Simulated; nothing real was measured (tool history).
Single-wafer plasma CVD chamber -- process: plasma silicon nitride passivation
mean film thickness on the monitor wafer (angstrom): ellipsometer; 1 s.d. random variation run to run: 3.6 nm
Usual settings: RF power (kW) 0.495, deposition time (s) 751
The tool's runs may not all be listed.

| run | hour | RF power (kW) | deposition time (s) | read-back reference wafer on the same gauge, thickness_nm | mean film thickness on the monitor wafer (angstrom) |
|---|---|---|---|---|---|
| 1 | 0.0 | 0.530 | 838 | 1172.640 | 14016.49 |
| 2 | 56.7 | 0.530 | 838 | 1172.949 | 14014.82 |
| 3 | 104.7 | 0.470 | 751 | 1174.343 | 11879.45 |
|  | 132.0 | gauge calibrated |
| 4 | 158.3 | 0.470 | 751 | 1143.309 | 11542.60 |
| 5 | 192.7 | 0.470 | 751 | 1148.526 | 11624.10 |
| 6 | 312.3 | 0.495 | 751 | 1160.128 | 12062.64 |
| 7 | 358.4 | 0.495 | 751 | 1159.989 | 12015.76 |
|  | 393.7 | showerhead replaced |
| 8 | 411.2 | 0.495 | 751 | 1164.928 | 12114.49 |
| 9 | 476.5 | 0.535 | 697 | 1166.327 | 11671.63 |
| 10 | 530.0 | 0.495 | 635 | 1167.221 | 10243.62 |
| 11 | 557.7 | 0.495 | 635 | 1167.615 | 10246.46 |
| 12 | 629.1 | 0.400 | 805 | 1171.614 | 11656.37 |
| 13 | 679.2 | 0.495 | 751 | 1170.638 | 12086.60 |
|  | 717.8 | RF generator calibrated |
| 14 | 718.3 | 0.565 | 831 | 1171.253 | 14233.74 |
| 15 | 758.0 | 0.425 | 810 | 1171.643 | 12062.91 |
|  | 771.9 | gauge calibrated |
| 16 | 793.0 | 0.525 | 855 | 1150.701 | 13942.42 |
| 17 | 847.2 | 0.495 | 751 | 1157.217 | 11992.07 |
| 18 | 907.1 | 0.550 | 891 | 1163.044 | 15080.99 |
| 19 | 975.2 | 0.595 | 644 | 1167.948 | 11251.30 |
| 20 | 1042.3 | 0.570 | 751 | 1172.136 | 12948.26 |
| 21 | 1074.0 | 0.525 | 855 | 1170.959 | 14198.11 |
| 22 | 1128.0 | 0.495 | 601 | 1173.897 | 9728.97 |
| 23 | 1198.6 | 0.495 | 751 | 1174.593 | 12250.33 |

Below are 5 alternative next runs, each starting from the tool's condition after run 23. Predict each:
| A | 1199.2 | 0.495 | 660 | ? | ? |
| B | 1199.2 | 0.415 | 814 | ? | ? |
| C | 1199.2 | 0.535 | 833 | ? | ? |
| D | 1199.2 | 0.415 | 833 | ? | ? |
| E | 1199.2 | 0.585 | 751 | ? | ? |

| run | read-back reference wafer on the same gauge, thickness_nm | mean film thickness on the monitor wafer (angstrom) |
|---|---|---|
| A | 1176.577 | 10709.98 |
| B | 1176.577 | 12082.34 |
| C | 1176.577 | 14016.68 |
| D | 1176.577 | 12364.36 |
| E | 1176.577 | 13151.73 |
With the hidden condition removed and each run's random variation left untouched, the same runs would have given:
| run | mean film thickness on the monitor wafer (angstrom) |
|---|---|
| A | 10384.81 |
| B | 11715.50 |
| C | 13591.11 |
| D | 11988.96 |
| E | 12752.42 |
